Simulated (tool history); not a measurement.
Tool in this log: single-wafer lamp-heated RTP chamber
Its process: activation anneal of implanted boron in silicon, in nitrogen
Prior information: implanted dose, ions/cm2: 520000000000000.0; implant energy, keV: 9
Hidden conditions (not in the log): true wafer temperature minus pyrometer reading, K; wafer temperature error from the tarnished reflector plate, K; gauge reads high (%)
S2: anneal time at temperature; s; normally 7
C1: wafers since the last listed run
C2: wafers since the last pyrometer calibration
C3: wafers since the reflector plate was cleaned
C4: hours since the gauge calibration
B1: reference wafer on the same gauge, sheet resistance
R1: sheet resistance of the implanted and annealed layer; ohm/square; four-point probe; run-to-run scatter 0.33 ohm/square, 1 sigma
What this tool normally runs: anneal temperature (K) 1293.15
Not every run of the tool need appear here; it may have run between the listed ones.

{"run": 1, "hour": 0.0, "anneal temperature (K)": 1271.15, "S2": 7, "C1": 0, "C2": 2136, "C3": 3455, "C4": 1019.2, "B1": 214.03, "R1": 220.77}
{"run": 2, "hour": 82.5, "anneal temperature (K)": 1293.15, "S2": 9, "C1": 889, "C2": 3026, "C3": 4345, "C4": 1101.7, "B1": 214.05, "R1": 217.36}
{"run": 3, "hour": 154.4, "anneal temperature (K)": 1293.15, "S2": 7, "C1": 775, "C2": 3802, "C3": 5121, "C4": 1173.6, "B1": 214.05, "R1": 217.96}
{"hour": 187.5, "done": "reflector plate cleaned"}
{"run": 4, "hour": 219.7, "anneal temperature (K)": 1293.15, "S2": 7, "C1": 618, "C2": 4420, "C3": 347, "C4": 1238.9, "B1": 213.97, "R1": 217.24}
{"run": 5, "hour": 274.6, "anneal temperature (K)": 1293.15, "S2": 7, "C1": 592, "C2": 5012, "C3": 940, "C4": 1293.8, "B1": 213.85, "R1": 217.62}
{"run": 6, "hour": 364.3, "anneal temperature (K)": 1293.15, "S2": 7, "C1": 967, "C2": 5980, "C3": 1907, "C4": 1383.5, "B1": 213.94, "R1": 217.2}
{"run": 7, "hour": 417.9, "anneal temperature (K)": 1300.15, "S2": 7, "C1": 578, "C2": 6558, "C3": 2485, "C4": 1437.1, "B1": 213.89, "R1": 217.81}
{"hour": 445.3, "done": "pyrometer window cleaned and pyrometer calibrated"}
{"run": 8, "hour": 511.0, "anneal temperature (K)": 1293.15, "S2": 7, "C1": 918, "C2": 708, "C3": 3403, "C4": 1530.2, "B1": 213.88, "R1": 217.85}
{"run": 9, "hour": 562.4, "anneal temperature (K)": 1293.15, "S2": 7, "C1": 554, "C2": 1263, "C3": 3958, "C4": 1581.6, "B1": 214.07, "R1": 217.44}
{"run": 10, "hour": 641.1, "anneal temperature (K)": 1293.15, "S2": 7, "C1": 848, "C2": 2112, "C3": 4807, "C4": 1660.3, "B1": 214.08, "R1": 217.62}
{"hour": 700.6, "done": "reflector plate cleaned"}
{"run": 11, "hour": 748.9, "anneal temperature (K)": 1293.15, "S2": 7, "C1": 1076, "C2": 3188, "C3": 521, "C4": 1768.1, "B1": 213.94, "R1": 217.18}
{"run": 12, "hour": 820.6, "anneal temperature (K)": 1293.15, "S2": 5, "C1": 773, "C2": 3962, "C3": 1294, "C4": 1839.8, "B1": 213.94, "R1": 217.33}
{"hour": 847.1, "done": "gauge calibrated"}
{"run": 13, "hour": 925.5, "anneal temperature (K)": 1293.15, "S2": 5, "C1": 1131, "C2": 5093, "C3": 2426, "C4": 78.4, "B1": 213.96, "R1": 217.75}
{"run": 14, "hour": 1004.1, "anneal temperature (K)": 1293.15, "S2": 7, "C1": 847, "C2": 5941, "C3": 3274, "C4": 157, "B1": 214.08, "R1": 217.55}
{"run": 15, "hour": 1062.2, "anneal temperature (K)": 1293.15, "S2": 7, "C1": 626, "C2": 6568, "C3": 3901, "C4": 215.1, "B1": 214.05, "R1": 217.5}
{"hour": 1122.4, "done": "pyrometer window cleaned and pyrometer calibrated"}
{"run": 16, "hour": 1156.3, "anneal temperature (K)": 1316.15, "S2": 3, "C1": 928, "C2": 365, "C3": 4830, "C4": 309.2, "B1": 213.94, "R1": 217.44}
{"run": 17, "hour": 1246.8, "anneal temperature (K)": 1293.15, "S2": 7, "C1": 976, "C2": 1342, "C3": 5806, "C4": 399.7, "B1": 213.98, "R1": 216.92}
{"hour": 1265.6, "done": "reflector plate cleaned"}
{"run": 18, "hour": 1344.7, "anneal temperature (K)": 1304.15, "S2": 11, "C1": 969, "C2": 2312, "C3": 853, "C4": 497.6, "B1": 214.1, "R1": 216.19}
{"run": 19, "hour": 1418.1, "anneal temperature (K)": 1319.15, "S2": 8, "C1": 791, "C2": 3103, "C3": 1645, "C4": 571, "B1": 213.91, "R1": 216.66}
{"run": 20, "hour": 1507.4, "anneal temperature (K)": 1280.15, "S2": 8, "C1": 963, "C2": 4067, "C3": 2608, "C4": 660.3, "B1": 213.99, "R1": 218.44}
{"run": 21, "hour": 1594.3, "anneal temperature (K)": 1293.15, "S2": 7, "C1": 937, "C2": 5004, "C3": 3546, "C4": 747.2, "B1": 213.9, "R1": 217.74}
{"run": 22, "hour": 1656.2, "anneal temperature (K)": 1293.15, "S2": 7, "C1": 667, "C2": 5672, "C3": 4214, "C4": 809.1, "B1": 213.95, "R1": 217.54}
{"hour": 1744.8, "done": "pyrometer window cleaned and pyrometer calibrated"}
{"run": 23, "hour": 1754.1, "anneal temperature (K)": 1285.15, "S2": 9, "C1": 969, "C2": 99, "C3": 5183, "C4": 907, "B1": 213.89, "R1": 217.79}
{"run": 24, "hour": 1814.8, "anneal temperature (K)": 1316.15, "S2": 4, "C1": 654, "C2": 754, "C3": 5838, "C4": 967.7, "B1": 214.17, "R1": 217.19}
{"hour": 1904.1, "done": "reflector plate cleaned"}
{"run": 25, "hour": 1906.7, "anneal temperature (K)": 1310.15, "S2": 9, "C1": 905, "C2": 1659, "C3": 28, "C4": 1059.6, "B1": 213.99, "R1": 216.85}
{"run": 26, "hour": 1977.2, "anneal temperature (K)": 1317.15, "S2": 4, "C1": 760, "C2": 2420, "C3": 788, "C4": 1130.1, "B1": 213.95, "R1": 217.19}
{"run": 27, "hour": 2047.4, "anneal temperature (K)": 1293.15, "S2": 7, "C1": 757, "C2": 3177, "C3": 1546, "C4": 1200.3, "B1": 213.94, "R1": 217.33}
{"run": 28, "hour": 2101.0, "anneal temperature (K)": 1279.15, "S2": 7, "C1": 578, "C2": 3755, "C3": 2124, "C4": 1253.9, "B1": 213.85, "R1": 218.67}
{"run": 29, "hour": 2148.9, "anneal temperature (K)": 1268.15, "S2": 3, "C1": 516, "C2": 4272, "C3": 2641, "C4": 1301.8, "B1": 214.16, "R1": 222.56}
{"run": 30, "hour": 2246.6, "anneal temperature (K)": 1303.15, "S2": 10, "C1": 1053, "C2": 5326, "C3": 3695, "C4": 1399.5, "B1": 213.92, "R1": 217.1}
{"hour": 2334.3, "done": "pyrometer window cleaned and pyrometer calibrated"}
{"run": 31, "hour": 2334.8, "anneal temperature (K)": 1316.15, "S2": 3, "C1": 865, "C2": 5, "C3": 4560, "C4": 1487.7, "B1": 213.86, "R1": 217.69}
{"run": 32, "hour": 2437.6, "anneal temperature (K)": 1266.15, "S2": 4, "C1": 1108, "C2": 1114, "C3": 5669, "C4": 1590.5, "B1": 214.05, "R1": 223.03}
{"run": 33, "hour": 2516.1, "anneal temperature (K)": 1316.15, "S2": 10, "C1": 846, "C2": 1961, "C3": 6516, "C4": 1669, "B1": 213.94, "R1": 216.46}
{"hour": 2588.5, "done": "reflector plate cleaned"}
{"run": 34, "hour": 2622.9, "anneal temperature (K)": 1322.15, "S2": 10, "C1": 1065, "C2": 3027, "C3": 371, "C4": 1775.8, "B1": 213.99, "R1": 217.11}
{"run": 35, "hour": 2695.2, "anneal temperature (K)": 1293.15, "S2": 7, "C1": 779, "C2": 3806, "C3": 1151, "C4": 1848.1, "B1": 213.99, "R1": 217.8}

Exercise: give the hidden state of the tool at every run:
true wafer temperature minus pyrometer reading, K: 0 in every run
wafer temperature error from the tarnished reflector plate, K: 0 in every run
gauge reads high (%): 0 in every run
